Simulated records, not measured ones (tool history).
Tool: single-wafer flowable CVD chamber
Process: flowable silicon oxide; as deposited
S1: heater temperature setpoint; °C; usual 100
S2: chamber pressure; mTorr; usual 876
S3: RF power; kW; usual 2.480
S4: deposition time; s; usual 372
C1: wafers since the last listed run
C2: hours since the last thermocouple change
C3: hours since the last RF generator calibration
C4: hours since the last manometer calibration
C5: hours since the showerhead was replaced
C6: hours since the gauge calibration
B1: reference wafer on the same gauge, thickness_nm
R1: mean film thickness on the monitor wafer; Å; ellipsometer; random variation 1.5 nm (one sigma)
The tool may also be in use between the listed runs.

run,day,S1,S2,S3,S4,C1,C2,C3,C4,C5,C6,B1,R1
1,0.000,100,876,2.480,372,0,1483.9,1136.9,1097.2,3248.3,1001.6,274.951,2483.15
2,1.942,100,876,2.480,372,216,1530.5,1183.5,1143.8,3294.9,1048.2,275.111,2476.18
3,3.571,105,876,2.480,412,182,1569.6,1222.6,1182.9,3334.0,1087.3,275.042,2356.20
4,6.025,105,876,2.480,412,274,1628.5,1281.5,1241.8,3392.9,1146.2,274.755,2359.83
5,13.692,105,876,2.480,412,856,1812.5,1465.5,1425.8,3576.9,1330.2,274.986,2327.15
6,15.133,100,953,2.480,396,161,1847.1,1500.1,1460.4,3611.5,1364.8,274.727,2827.07
7,17.908,100,953,2.480,396,310,1913.7,1566.7,1527.0,3678.1,1431.4,275.117,2841.51
8,19.371,100,953,2.480,396,163,1948.8,1601.8,1562.1,3713.2,1466.5,274.983,2806.35
# day 20.196: RF generator calibrated
9,20.658,110,876,2.480,328,106,1979.7,11.1,1593.0,3744.1,1497.4,275.252,1608.17
10,23.508,96,876,2.480,408,318,2048.1,79.5,1661.4,3812.5,1565.8,274.804,3018.62
11,31.654,100,811,2.760,372,910,2243.6,275.0,1856.9,4008.0,1761.3,274.949,2254.81
12,33.971,100,876,2.480,372,258,2299.2,330.6,1912.5,4063.6,1816.9,275.088,2431.64
13,36.533,108,989,2.895,372,286,2360.7,392.1,1974.0,4125.1,1878.4,275.102,2195.84
# day 37.021: showerhead replaced
# day 38.204: thermocouple changed; heater temperature recalibrated
# day 39.542: capacitance manometer re-zeroed and calibrated
14,45.150,100,1069,2.670,440,851,166.7,598.9,134.6,195.1,2085.2,274.818,3650.12
15,47.196,89,876,2.480,346,228,215.8,648.0,183.7,244.2,2134.3,274.808,3238.63
16,49.850,94,876,2.480,372,296,279.5,711.7,247.4,307.9,2198.0,274.998,3019.39
17,51.433,100,1041,2.965,372,176,317.5,749.7,285.4,345.9,2236.0,275.119,3071.79
18,53.758,100,876,2.480,332,259,373.3,805.5,341.2,401.7,2291.8,275.250,2266.67
19,55.783,90,876,2.480,372,226,421.9,854.1,389.8,450.3,2340.4,274.909,3411.39
# day 59.567: gauge calibrated
20,63.842,100,876,2.480,372,900,615.3,1047.5,583.2,643.7,102.6,275.007,2554.05
21,65.646,100,984,2.785,401,201,658.6,1090.8,626.5,687.0,145.9,274.759,3077.86
22,68.400,100,876,2.480,372,307,724.7,1156.9,692.6,753.1,212.0,275.227,2501.63
23,70.900,104,876,2.840,372,279,784.7,1216.9,752.6,813.1,272.0,275.123,2261.33
24,72.042,100,662,2.665,372,127,812.1,1244.3,780.0,840.5,299.4,275.024,1932.43
25,73.975,100,704,2.120,303,216,858.5,1290.7,826.4,886.9,345.8,274.896,1593.15
26,75.942,96,960,2.120,341,219,905.7,1337.9,873.6,934.1,393.0,275.209,2799.95
27,78.575,87,876,2.480,425,294,968.9,1401.1,936.8,997.3,456.2,275.172,4238.59

Forecast each of these 5 alternatives for the next run:
A,78.596,87,876,2.480,372,2,969.4,1401.6,937.3,997.8,456.7,?,?
B,78.596,110,876,2.480,345,2,969.4,1401.6,937.3,997.8,456.7,?,?
C,78.596,111,876,2.480,433,2,969.4,1401.6,937.3,997.8,456.7,?,?
D,78.596,106,947,2.960,421,2,969.4,1401.6,937.3,997.8,456.7,?,?
E,78.596,100,1024,2.480,326,2,969.4,1401.6,937.3,997.8,456.7,?,?

run,B1,R1
A,274.942,3630.80
B,274.942,1723.79
C,274.942,2102.88
D,274.942,2595.42
E,274.942,2547.97
Without the tool's hidden state the same runs would have given:
run,R1
A,3676.09
B,1748.41
C,2132.37
D,2633.80
E,2586.96

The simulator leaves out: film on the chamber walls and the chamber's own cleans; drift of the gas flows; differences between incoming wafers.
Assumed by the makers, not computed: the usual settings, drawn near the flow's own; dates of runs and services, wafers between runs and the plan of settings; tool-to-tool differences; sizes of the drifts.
